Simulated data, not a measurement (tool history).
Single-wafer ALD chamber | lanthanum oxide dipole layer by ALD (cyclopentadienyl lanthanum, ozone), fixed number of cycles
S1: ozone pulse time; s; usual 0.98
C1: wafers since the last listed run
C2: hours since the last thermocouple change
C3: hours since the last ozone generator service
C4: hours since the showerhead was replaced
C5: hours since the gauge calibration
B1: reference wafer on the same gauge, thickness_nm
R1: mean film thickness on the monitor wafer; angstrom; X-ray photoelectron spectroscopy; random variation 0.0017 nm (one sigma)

run	hour	S1	C1	C2	C3	C4	C5	B1	R1
1	0.0	1.27	0	122.3	1187.2	2734.9	1773.8	0.647	5.65
2	78.8	1.27	861	201.1	1266.0	2813.7	1852.6	0.647	5.63
3	154.1	0.98	822	276.4	1341.3	2889.0	1927.9	0.647	5.16
4	253.3	0.98	1084	375.6	1440.5	2988.2	2027.1	0.647	5.17
5	325.8	0.98	792	448.1	1513.0	3060.7	2099.6	0.647	5.17
6	384.3	0.98	639	506.6	1571.5	3119.2	2158.1	0.647	5.15
7	446.2	0.98	676	568.5	1633.4	3181.1	2220.0	0.647	5.17
8	487.6	0.98	452	609.9	1674.8	3222.5	2261.4	0.647	5.14
# hour 513.4: ozone generator serviced
9	568.5	0.98	796	690.8	55.1	3303.4	2342.3	0.648	5.37
10	664.7	0.98	1051	787.0	151.3	3399.6	2438.5	0.647	5.31
11	732.9	0.98	745	855.2	219.5	3467.8	2506.7	0.647	5.31
12	793.4	0.98	661	915.7	280.0	3528.3	2567.2	0.647	5.29
13	895.5	0.68	1115	1017.8	382.1	3630.4	2669.3	0.647	4.52
# hour 897.5: gauge calibrated
14	947.4	0.68	567	1069.7	434.0	3682.3	49.9	0.647	4.51
15	990.1	1.30	466	1112.4	476.7	3725.0	92.6	0.647	5.75
16	1077.1	0.82	950	1199.4	563.7	3812.0	179.6	0.648	4.89
17	1165.5	0.98	966	1287.8	652.1	3900.4	268.0	0.647	5.22
18	1222.3	0.98	620	1344.6	708.9	3957.2	324.8	0.647	5.23
19	1291.8	1.24	759	1414.1	778.4	4026.7	394.3	0.647	5.59
# hour 1334.6: showerhead replaced, of another model than before
# hour 1341.5: thermocouple changed; heater temperature recalibrated
20	1355.4	1.34	531	13.9	842.0	20.8	457.9	0.647	5.82
21	1449.0	0.83	1022	107.5	935.6	114.4	551.5	0.647	4.32
22	1545.4	0.70	1053	203.9	1032.0	210.8	647.9	0.646	3.46
23	1631.2	1.16	937	289.7	1117.8	296.6	733.7	0.647	5.46
24	1853.3	0.77	2427	511.8	1339.9	518.7	955.8	0.647	3.93
# hour 1923.2: ozone generator serviced
25	1959.3	1.11	1071	617.8	36.1	624.7	1061.8	0.647	5.64
26	1998.6	0.98	429	657.1	75.4	664.0	1101.1	0.647	5.25

The next listed run, before its measurement:
27	2074.6	0.98	830	733.1	151.4	740.0	1177.1	?	?

B1: 0.647
R1: 5.22 angstrom
Without the tool's hidden state the same run would have given R1 5.44 angstrom.
